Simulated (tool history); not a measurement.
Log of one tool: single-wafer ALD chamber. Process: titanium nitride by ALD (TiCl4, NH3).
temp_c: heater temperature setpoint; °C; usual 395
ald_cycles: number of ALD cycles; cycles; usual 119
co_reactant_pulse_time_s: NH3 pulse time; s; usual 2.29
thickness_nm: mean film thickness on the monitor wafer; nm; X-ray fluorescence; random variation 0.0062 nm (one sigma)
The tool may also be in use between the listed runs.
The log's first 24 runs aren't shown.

run,hour,temp_c,ald_cycles,co_reactant_pulse_time_s,wafers since the last listed run,hours since the last thermocouple change,hours since the showerhead was replaced,hours since the gauge calibration,"read-back reference wafer on the same gauge, thickness_nm",thickness_nm
25,685.7,402,119,2.87,42,1004.0,127.9,239.1,2.962,2.507
26,721.4,386,119,3.02,85,1039.7,163.6,274.8,2.962,2.480
# hour 741.8: thermocouple changed; heater temperature recalibrated
27,749.5,389,119,2.80,48,7.7,191.7,302.9,2.962,2.497
28,765.7,395,119,2.29,38,23.9,207.9,319.1,2.965,2.467
29,798.2,407,104,2.02,77,56.4,240.4,351.6,2.962,2.167
30,816.4,395,110,2.29,43,74.6,258.6,369.8,2.968,2.292
31,847.0,395,119,2.29,73,105.2,289.2,400.4,2.971,2.481
32,871.4,402,119,2.99,58,129.6,313.6,424.8,2.967,2.514
33,903.8,395,119,2.29,77,162.0,346.0,457.2,2.973,2.481
34,927.7,395,119,2.29,57,185.9,369.9,481.1,2.973,2.487
35,959.0,395,119,2.29,74,217.2,401.2,512.4,2.973,2.483
36,975.1,410,119,2.29,38,233.3,417.3,528.5,2.977,2.505
37,987.7,386,111,2.29,30,245.9,429.9,541.1,2.973,2.290

4 ways to go on from here, each from the tool as it stands after run 37. What would each give?
A,988.4,408,119,2.29,1,246.6,430.6,541.8,?,?
B,988.4,401,107,2.29,1,246.6,430.6,541.8,?,?
C,988.4,409,113,1.70,1,246.6,430.6,541.8,?,?
D,988.4,382,100,1.58,1,246.6,430.6,541.8,?,?

run,"read-back reference wafer on the same gauge, thickness_nm",thickness_nm
A,2.974,2.494
B,2.974,2.237
C,2.974,2.330
D,2.974,1.983
Without the tool's hidden state the same runs would have given:
run,thickness_nm
A,2.471
B,2.217
C,2.309
D,1.965

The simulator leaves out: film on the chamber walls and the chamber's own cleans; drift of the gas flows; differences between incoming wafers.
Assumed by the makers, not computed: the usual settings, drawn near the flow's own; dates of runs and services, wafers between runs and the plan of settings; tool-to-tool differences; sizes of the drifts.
